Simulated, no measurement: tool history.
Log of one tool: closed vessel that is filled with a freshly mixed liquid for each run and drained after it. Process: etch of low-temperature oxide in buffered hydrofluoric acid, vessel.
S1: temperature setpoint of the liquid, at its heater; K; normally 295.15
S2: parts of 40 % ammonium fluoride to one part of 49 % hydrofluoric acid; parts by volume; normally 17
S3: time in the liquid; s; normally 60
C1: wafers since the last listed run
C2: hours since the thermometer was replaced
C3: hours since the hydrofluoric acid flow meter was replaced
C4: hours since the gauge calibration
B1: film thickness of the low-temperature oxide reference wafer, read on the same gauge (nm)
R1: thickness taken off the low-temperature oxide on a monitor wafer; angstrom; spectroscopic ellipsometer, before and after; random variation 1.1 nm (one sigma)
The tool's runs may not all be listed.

| run | hour | S1 | S2 | S3 | C1 | C2 | C3 | C4 | B1 | R1 |
|---|---|---|---|---|---|---|---|---|---|---|
| 1 | 0 | 292.65 | 17 | 60 | 0 | 2183.2 | 1227.3 | 161.4 | 130 | 1328.2 |
| 2 | 42.1 | 292.65 | 17 | 60 | 3750 | 2225.3 | 1269.4 | 203.5 | 130.01 | 1329.9 |
| 3 | 98.9 | 297.15 | 17 | 60 | 5059 | 2282.1 | 1326.2 | 260.3 | 130 | 1697.4 |
| 4 | 149 | 297.15 | 17 | 60 | 4462 | 2332.2 | 1376.3 | 310.4 | 130.01 | 1729 |
| 5 | 195.3 | 295.15 | 14.5 | 80 | 4124 | 2378.5 | 1422.6 | 356.7 | 129.99 | 2431.2 |
| 6 | 498.8 | 295.15 | 17 | 50 | 27035 | 2682 | 1726.1 | 660.2 | 130.02 | 1311.5 |
| 7 | 571.7 | 295.15 | 17 | 50 | 6493 | 2754.9 | 1799 | 733.1 | 130.03 | 1320.8 |
| 8 | 616.7 | 295.15 | 17 | 50 | 4008 | 2799.9 | 1844 | 778.1 | 130.01 | 1299 |
| 9 | 676.1 | 295.15 | 17 | 45 | 5291 | 2859.3 | 1903.4 | 837.5 | 130 | 1180.4 |
| 10 | 726.5 | 295.15 | 17 | 45 | 4489 | 2909.7 | 1953.8 | 887.9 | 130 | 1191.2 |
|  | 734.7 | thermometer replaced |
| 11 | 828.9 | 295.15 | 17 | 45 | 9032 | 94.2 | 2056.2 | 990.3 | 130.01 | 1041.3 |
| 12 | 919.9 | 292.15 | 17 | 60 | 8106 | 185.2 | 2147.2 | 1081.3 | 129.99 | 1189.1 |
|  | 956.7 | hydrofluoric acid flow meter replaced |
| 13 | 987.8 | 295.15 | 17 | 60 | 5959 | 253.1 | 31.1 | 1149.2 | 129.99 | 1389.8 |
|  | 1021 | gauge calibrated |
| 14 | 1058.9 | 295.15 | 17 | 50 | 6333 | 324.2 | 102.2 | 37.9 | 130 | 1166.9 |
| 15 | 1164 | 295.15 | 14.5 | 60 | 9362 | 429.3 | 207.3 | 143 | 130.02 | 1650.3 |
| 16 | 1241.3 | 291.15 | 14 | 60 | 6885 | 506.6 | 284.6 | 220.3 | 130.01 | 1363.3 |
| 17 | 1303 | 293.15 | 11 | 30 | 5496 | 568.3 | 346.3 | 282 | 129.98 | 970.9 |
| 18 | 1363.8 | 297.65 | 21 | 85 | 5416 | 629.1 | 407.1 | 342.8 | 130 | 1914.4 |
| 19 | 1401 | 295.15 | 17 | 60 | 3313 | 666.3 | 444.3 | 380 | 130.01 | 1429.1 |
| 20 | 1502.1 | 297.15 | 13.5 | 60 | 9006 | 767.4 | 545.4 | 481.1 | 130 | 2021.5 |
| 21 | 1579.2 | 295.15 | 14.5 | 80 | 6868 | 844.5 | 622.5 | 558.2 | 129.97 | 2228.8 |
| 22 | 1633 | 295.15 | 17 | 60 | 4792 | 898.3 | 676.3 | 612 | 130.01 | 1460.5 |
| 23 | 1732.8 | 293.15 | 17 | 60 | 8890 | 998.1 | 776.1 | 711.8 | 130.02 | 1295 |
| 24 | 1774.8 | 293.65 | 22 | 60 | 3741 | 1040.1 | 818.1 | 753.8 | 130 | 1073.4 |
| 25 | 1816.6 | 295.15 | 17 | 80 | 3723 | 1081.9 | 859.9 | 795.6 | 130.01 | 1962.8 |
| 26 | 1901 | 297.15 | 17 | 60 | 7518 | 1166.3 | 944.3 | 880 | 129.99 | 1632.3 |

5 ways to go on from here, each from the tool as it stands after run 26. What would each give?
| A | 1901.7 | 295.15 | 17 | 60 | 62 | 1167 | 945 | 880.7 | ? | ? |
| B | 1901.7 | 298.15 | 20 | 60 | 62 | 1167 | 945 | 880.7 | ? | ? |
| C | 1901.7 | 299.15 | 13.5 | 30 | 62 | 1167 | 945 | 880.7 | ? | ? |
| D | 1901.7 | 290.65 | 17 | 60 | 62 | 1167 | 945 | 880.7 | ? | ? |
| E | 1901.7 | 295.15 | 17 | 90 | 62 | 1167 | 945 | 880.7 | ? | ? |

| run | B1 | R1 |
|---|---|---|
| A | 130 | 1468.4 |
| B | 130 | 1473.2 |
| C | 130 | 1143.8 |
| D | 130 | 1142.5 |
| E | 130 | 2202.6 |
The same runs, with their run-to-run variation unchanged, on a tool lacking any hidden condition would have given:
| run | R1 |
|---|---|
| A | 1377.4 |
| B | 1383.4 |
| C | 1074.7 |
| D | 1069.6 |
| E | 2066.1 |
